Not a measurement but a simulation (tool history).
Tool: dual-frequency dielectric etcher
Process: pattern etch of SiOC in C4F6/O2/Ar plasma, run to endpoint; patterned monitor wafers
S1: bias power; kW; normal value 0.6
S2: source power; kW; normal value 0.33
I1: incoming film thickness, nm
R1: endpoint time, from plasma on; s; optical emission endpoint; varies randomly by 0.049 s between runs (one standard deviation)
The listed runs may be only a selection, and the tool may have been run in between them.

{"run": 1, "hour": 0.0, "S1": 0.6, "S2": 0.33, "I1": 34.35, "R1": 11.7}
{"run": 2, "hour": 54.4, "S1": 0.6, "S2": 0.33, "I1": 34.8, "R1": 11.8}
{"run": 3, "hour": 87.7, "S1": 0.6, "S2": 0.33, "I1": 35.15, "R1": 11.8}
{"hour": 125.8, "done": "wet clean of the chamber"}
{"run": 4, "hour": 134.0, "S1": 0.6, "S2": 0.33, "I1": 34.66, "R1": 12.1}
{"run": 5, "hour": 188.3, "S1": 0.6, "S2": 0.33, "I1": 34.54, "R1": 12}
{"run": 6, "hour": 248.0, "S1": 0.6, "S2": 0.33, "I1": 34.51, "R1": 11.9}
{"run": 7, "hour": 292.7, "S1": 0.6, "S2": 0.33, "I1": 34.67, "R1": 11.9}
{"run": 8, "hour": 345.1, "S1": 0.6, "S2": 0.33, "I1": 34.6, "R1": 11.8}
{"run": 9, "hour": 414.1, "S1": 0.6, "S2": 0.33, "I1": 35.19, "R1": 12}
{"run": 10, "hour": 481.9, "S1": 0.6, "S2": 0.33, "I1": 34.64, "R1": 11.7}
{"hour": 515.8, "done": "wet clean of the chamber"}
{"run": 11, "hour": 553.6, "S1": 0.6, "S2": 0.33, "I1": 34.8, "R1": 12.1}
{"run": 12, "hour": 580.6, "S1": 0.6, "S2": 0.33, "I1": 34.67, "R1": 12}
{"run": 13, "hour": 650.8, "S1": 0.656, "S2": 0.36, "I1": 34.77, "R1": 11.3}
{"run": 14, "hour": 715.9, "S1": 0.6, "S2": 0.33, "I1": 34.47, "R1": 11.9}
{"run": 15, "hour": 819.2, "S1": 0.502, "S2": 0.28, "I1": 34.79, "R1": 13.5}
{"hour": 845.4, "done": "upper electrode replaced"}
{"hour": 886.3, "done": "bias power generator calibrated"}
{"hour": 910.8, "done": "wet clean of the chamber"}
{"run": 16, "hour": 911.3, "S1": 0.703, "S2": 0.36, "I1": 34.32, "R1": 10.9}
{"hour": 949.0, "done": "source power generator calibrated"}
{"run": 17, "hour": 997.3, "S1": 0.487, "S2": 0.31, "I1": 35.08, "R1": 13.6}
{"run": 18, "hour": 1057.4, "S1": 0.6, "S2": 0.33, "I1": 34.37, "R1": 11.9}
{"run": 19, "hour": 1101.8, "S1": 0.6, "S2": 0.3, "I1": 34.42, "R1": 12.3}
{"run": 20, "hour": 1138.4, "S1": 0.6, "S2": 0.28, "I1": 34.68, "R1": 12.6}
{"run": 21, "hour": 1175.4, "S1": 0.664, "S2": 0.29, "I1": 34.4, "R1": 11.7}
{"run": 22, "hour": 1218.4, "S1": 0.6, "S2": 0.33, "I1": 34.71, "R1": 11.8}
{"hour": 1248.5, "done": "wet clean of the chamber"}
{"run": 23, "hour": 1249.7, "S1": 0.688, "S2": 0.4, "I1": 35.05, "R1": 10.8}
{"run": 24, "hour": 1286.2, "S1": 0.687, "S2": 0.37, "I1": 34.75, "R1": 11}

Measured result minus the same run's result without the hidden state. Both carry the same run-to-run variation, though not necessarily the same gauge scatter:
Hidden state at play: etch rate over this chamber's usual, %; bias power that arrives over what is set, %; source power that arrives over what is set, %.
run=1 R1=-0.3
run=2 R1=-0.4
run=3 R1=-0.4
run=4 R1=-0.1
run=5 R1=-0.1
run=6 R1=-0.2
run=7 R1=-0.2
run=8 R1=-0.3
run=9 R1=-0.4
run=10 R1=-0.4
run=11 R1=+0
run=12 R1=+0
run=13 R1=-0.1
run=14 R1=-0.2
run=15 R1=-0.3
run=16 R1=+0
run=17 R1=-0.2
run=18 R1=-0.1
run=19 R1=-0.2
run=20 R1=-0.3
run=21 R1=-0.3
run=22 R1=-0.4
run=23 R1=+0
run=24 R1=-0.1
